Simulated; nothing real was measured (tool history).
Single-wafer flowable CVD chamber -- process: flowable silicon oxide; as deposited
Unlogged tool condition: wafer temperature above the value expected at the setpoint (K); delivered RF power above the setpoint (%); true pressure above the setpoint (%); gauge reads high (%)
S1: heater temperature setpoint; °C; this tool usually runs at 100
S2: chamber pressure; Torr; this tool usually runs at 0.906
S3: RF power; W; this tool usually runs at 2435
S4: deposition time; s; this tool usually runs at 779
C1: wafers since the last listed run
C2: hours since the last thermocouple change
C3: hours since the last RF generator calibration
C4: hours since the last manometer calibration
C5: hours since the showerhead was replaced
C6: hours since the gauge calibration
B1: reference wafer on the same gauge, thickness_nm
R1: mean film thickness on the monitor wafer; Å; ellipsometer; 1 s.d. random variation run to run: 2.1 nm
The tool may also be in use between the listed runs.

| run | day | S1 | S2 | S3 | S4 | C1 | C2 | C3 | C4 | C5 | C6 | B1 | R1 |
|---|---|---|---|---|---|---|---|---|---|---|---|---|---|
| 1 | 0 | 100 | 0.906 | 2435 | 779 | 0 | 2033.5 | 1006.8 | 2470.2 | 6300.3 | 274.7 | 433.349 | 5590.73 |
| 2 | 4.433 | 100 | 0.906 | 2435 | 779 | 297 | 2139.9 | 1113.2 | 2576.6 | 6406.7 | 381.1 | 434.181 | 5636.08 |
| 3 | 8.858 | 100 | 0.906 | 2435 | 779 | 296 | 2246.1 | 1219.4 | 2682.8 | 6512.9 | 487.3 | 433.681 | 5649.21 |
| 4 | 9.646 | 100 | 0.906 | 2435 | 779 | 52 | 2265 | 1238.3 | 2701.7 | 6531.8 | 506.2 | 434.365 | 5664.71 |
| 5 | 10.442 | 100 | 0.906 | 2435 | 779 | 53 | 2284.1 | 1257.4 | 2720.8 | 6550.9 | 525.3 | 434.071 | 5704.78 |
| 6 | 11.458 | 100 | 0.906 | 2435 | 779 | 68 | 2308.5 | 1281.8 | 2745.2 | 6575.3 | 549.7 | 434.299 | 5708.98 |
| 7 | 12.079 | 100 | 0.906 | 2435 | 779 | 41 | 2323.4 | 1296.7 | 2760.1 | 6590.2 | 564.6 | 434.36 | 5700.32 |
| 8 | 13.625 | 100 | 0.906 | 2435 | 779 | 103 | 2360.5 | 1333.8 | 2797.2 | 6627.3 | 601.7 | 434.095 | 5688.39 |
|  | 13.796 | gauge calibrated |
| 9 | 14.971 | 100 | 0.906 | 2435 | 779 | 90 | 2392.8 | 1366.1 | 2829.5 | 6659.6 | 28.2 | 433.643 | 5763.94 |
|  | 15.858 | capacitance manometer re-zeroed and calibrated |
| 10 | 16.029 | 100 | 0.906 | 2435 | 779 | 48 | 2418.2 | 1391.5 | 4.1 | 6685 | 53.6 | 433.934 | 5714.91 |
| 11 | 16.917 | 100 | 0.906 | 2435 | 779 | 59 | 2439.5 | 1412.8 | 25.4 | 6706.3 | 74.9 | 433.791 | 5704.62 |
| 12 | 17.442 | 100 | 0.906 | 2435 | 779 | 35 | 2452.1 | 1425.4 | 38 | 6718.9 | 87.5 | 433.997 | 5741.56 |
| 13 | 18.979 | 100 | 0.959 | 2150 | 779 | 103 | 2489 | 1462.3 | 74.9 | 6755.8 | 124.4 | 434.502 | 5875.4 |
| 14 | 20.229 | 100 | 0.959 | 2150 | 779 | 83 | 2519 | 1492.3 | 104.9 | 6785.8 | 154.4 | 434.344 | 5877.74 |
| 15 | 20.746 | 110 | 0.906 | 2435 | 779 | 34 | 2531.4 | 1504.7 | 117.3 | 6798.2 | 166.8 | 434.222 | 3947.43 |
|  | 21.212 | RF generator calibrated |
| 16 | 21.408 | 100 | 0.906 | 2435 | 779 | 22 | 2547.3 | 4.7 | 133.2 | 6814.1 | 182.7 | 434.081 | 5778.21 |
| 17 | 22.204 | 85 | 0.906 | 2900 | 903 | 53 | 2566.4 | 23.8 | 152.3 | 6833.2 | 201.8 | 433.733 | 11894.52 |
|  | 23.283 | showerhead replaced |
| 18 | 23.621 | 90 | 0.906 | 2735 | 779 | 72 | 2600.4 | 57.8 | 186.3 | 8.1 | 235.8 | 433.994 | 8514.14 |
| 19 | 24.933 | 88 | 0.999 | 2835 | 638 | 88 | 2631.9 | 89.3 | 217.8 | 39.6 | 267.3 | 434.312 | 8287.46 |
| 20 | 27.129 | 100 | 0.906 | 2435 | 779 | 147 | 2684.6 | 142 | 270.5 | 92.3 | 320 | 433.859 | 5803 |
| 21 | 28.142 | 100 | 0.696 | 2435 | 779 | 67 | 2708.9 | 166.3 | 294.8 | 116.6 | 344.3 | 434.418 | 4430.17 |
|  | 28.479 | thermocouple changed; heater temperature recalibrated |
| 22 | 28.738 | 107 | 0.906 | 2435 | 906 | 17 | 6.2 | 180.6 | 309.1 | 130.9 | 358.6 | 434.118 | 4792.07 |
| 23 | 29.875 | 100 | 0.906 | 2435 | 779 | 76 | 33.5 | 207.9 | 336.4 | 158.2 | 385.9 | 433.613 | 5387.45 |
| 24 | 30.708 | 100 | 0.959 | 2150 | 779 | 55 | 53.5 | 227.9 | 356.4 | 178.2 | 405.9 | 433.972 | 5466.48 |
| 25 | 31.417 | 110 | 0.988 | 2850 | 779 | 47 | 70.5 | 244.9 | 373.4 | 195.2 | 422.9 | 434.001 | 4121.39 |
|  | 35.338 | gauge calibrated |
| 26 | 35.475 | 109 | 0.823 | 2755 | 641 | 272 | 167.9 | 342.3 | 470.8 | 292.6 | 3.3 | 434.693 | 2931.98 |
| 27 | 36.329 | 100 | 0.736 | 2685 | 779 | 57 | 188.4 | 362.8 | 491.3 | 313.1 | 23.8 | 434.098 | 4401.82 |
| 28 | 37.471 | 100 | 0.978 | 2435 | 719 | 76 | 215.8 | 390.2 | 518.7 | 340.5 | 51.2 | 434.082 | 5343.47 |

3 ways to go on from here, each from the tool as it stands after run 28. What would each give?
| A | 37.496 | 100 | 0.906 | 1980 | 779 | 1 | 216.4 | 390.8 | 519.3 | 341.1 | 51.8 | ? | ? |
| B | 37.496 | 86 | 1.018 | 2675 | 779 | 1 | 216.4 | 390.8 | 519.3 | 341.1 | 51.8 | ? | ? |
| C | 37.496 | 100 | 0.906 | 2635 | 779 | 1 | 216.4 | 390.8 | 519.3 | 341.1 | 51.8 | ? | ? |

| run | B1 | R1 |
|---|---|---|
| A | 434.023 | 4927.32 |
| B | 434.023 | 10143.46 |
| C | 434.023 | 5414.14 |
What these runs would have given with no unlogged condition in the tool:
| run | R1 |
|---|---|
| A | 4925.3 |
| B | 10139.58 |
| C | 5411.92 |
